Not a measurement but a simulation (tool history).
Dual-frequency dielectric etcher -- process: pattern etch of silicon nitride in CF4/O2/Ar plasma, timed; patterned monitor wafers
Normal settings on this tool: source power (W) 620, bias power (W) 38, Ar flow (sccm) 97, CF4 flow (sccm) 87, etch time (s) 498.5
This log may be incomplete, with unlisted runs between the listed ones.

run    hour  source power (W)  bias power (W)  Ar flow (sccm)  CF4 flow (sccm)  etch time (s)  wafers since the last listed run  hours since the last wet clean  hours since the last source power generator calibration  hours since the last bias power generator calibration  hours since the last Ar flow controller change  hours since the last CF4 flow controller change  hours since the last upper electrode change  hours since the gauge calibration  read-back reference wafer on the same gauge, depth_nm  mean etch depth across the wafer (Å)
  1       0               620              38              97               87          498.5                                 0                             234                                                    850.9                                                   1577                                          4046.4                                           3415.8                                       4590.4                              370.7                                                 1089.2                                 10155
  2    36.7               620              38              97               87          498.5                                93                           270.7                                                    887.6                                                 1613.7                                          4083.1                                           3452.5                                       4627.1                              407.4                                                 1087.9                                 10133
  3     107               620              33             103               87          498.5                               178                             341                                                    957.9                                                   1684                                          4153.4                                           3522.8                                       4697.4                              477.7                                                   1090                                  9505
  4   172.9               620              33             103               87          498.5                               167                           406.9                                                   1023.8                                                 1749.9                                          4219.3                                           3588.7                                       4763.3                              543.6                                                 1089.1                                  9498
      231.8  -- wet clean of the chamber
  5     351               620              33             103               87          498.5                               391                           119.2                                                   1201.9                                                   1928                                          4397.4                                           3766.8                                       4941.4                              721.7                                                 1089.9                                  9495
  6   385.8               620              38              97               87          498.5                                88                             154                                                   1236.7                                                 1962.8                                          4432.2                                           3801.6                                       4976.2                              756.5                                                 1089.2                                 10204
  7   445.2               540              43              97               87          498.5                               151                           213.4                                                   1296.1                                                 2022.2                                          4491.6                                             3861                                       5035.6                              815.9                                                 1088.8                                  9426
      480.1  -- upper electrode replaced
  8   502.1               540              43              97               87          498.5                                83                           270.3                                                     1353                                                 2079.1                                          4548.5                                           3917.9                                           22                              872.8                                                 1088.2                                  9313
  9     549               540              43              97               87          498.5                               119                           317.2                                                   1399.9                                                   2126                                          4595.4                                           3964.8                                         68.9                              919.7                                                 1089.7                                  9470
 10   607.7               620              38              97               87          498.5                               149                           375.9                                                   1458.6                                                 2184.7                                          4654.1                                           4023.5                                        127.6                              978.4                                                 1089.4                                 10262
 11   633.4               620              46              76              104          498.5                                65                           401.6                                                   1484.3                                                 2210.4                                          4679.8                                           4049.2                                        153.3                             1004.1                                                 1088.9                                 11796
      664.2  -- wet clean of the chamber
 12   667.7               620              38              97               87          435.5                                26                             3.5                                                   1518.6                                                 2244.7                                          4714.1                                           4083.5                                        187.6                             1038.4                                                 1090.6                                  8953
      677.7  -- bias power generator calibrated
 13   729.8               560              28             103               87          498.5                               147                            65.6                                                   1580.7                                                   52.1                                          4776.2                                           4145.6                                        249.7                             1100.5                                                 1088.9                                  8078
      742.2  -- CF4 flow controller replaced
 14   763.7               620              38              97               87          498.5                                70                            99.5                                                   1614.6                                                     86                                          4810.1                                             21.5                                        283.6                             1134.4                                                 1090.1                                 10321
      764.1  -- gauge calibrated
      788.6  -- source power generator calibrated
      794.7  -- Ar flow controller replaced
 15   814.7               620              41              97               87          498.5                               104                           150.5                                                     26.1                                                    137                                              20                                             72.5                                        334.6                               50.6                                                 1088.9                                 10175
 16   879.3               620              41              97              103          498.5                               164                           215.1                                                     90.7                                                  201.6                                            84.6                                            137.1                                        399.2                              115.2                                                 1088.8                                 10347
 17     927               770              45              87              108          498.5                               121                           262.8                                                    138.4                                                  249.3                                           132.3                                            184.8                                        446.9                              162.9                                                 1087.9                                 13627
 18   979.5               620              38             118               87          498.5                               133                           315.3                                                    190.9                                                  301.8                                           184.8                                            237.3                                        499.4                              215.4                                                   1090                                  9539
 19  1041.9               680              33              97               87          498.5                               158                           377.7                                                    253.3                                                  364.2                                           247.2                                            299.7                                        561.8                              277.8                                                 1088.1                                 10375
     1113.2  -- wet clean of the chamber
 20  1113.7               620              38              87               87          601.5                               121                             0.5                                                    325.1                                                    436                                             319                                            371.5                                        633.6                              349.6                                                   1089                                 12510

What the log doesn't show, run by run:
etch rate over this chamber's usual, %: 0 at every run
bias power that arrives over what is set, %: 0 at every run
Ar flow that arrives over what is set, %: 0 at every run
CF4 flow that arrives over what is set, %: 0 at every run
gauge reads high (%): 0 at every run
H1: source power that arrives over what is set, %
run    H1
  1  4.37
  2  4.45
  3  4.58
  4  4.69
  5  4.94
  6  4.98
  7  5.04
  8   5.1
  9  5.14
 10  5.19
 11  5.21
 12  5.23
 13  5.28
 14   5.3
 15  1.38
 16  1.89
 17  2.24
 18  2.59
 19  2.96
 20  3.35

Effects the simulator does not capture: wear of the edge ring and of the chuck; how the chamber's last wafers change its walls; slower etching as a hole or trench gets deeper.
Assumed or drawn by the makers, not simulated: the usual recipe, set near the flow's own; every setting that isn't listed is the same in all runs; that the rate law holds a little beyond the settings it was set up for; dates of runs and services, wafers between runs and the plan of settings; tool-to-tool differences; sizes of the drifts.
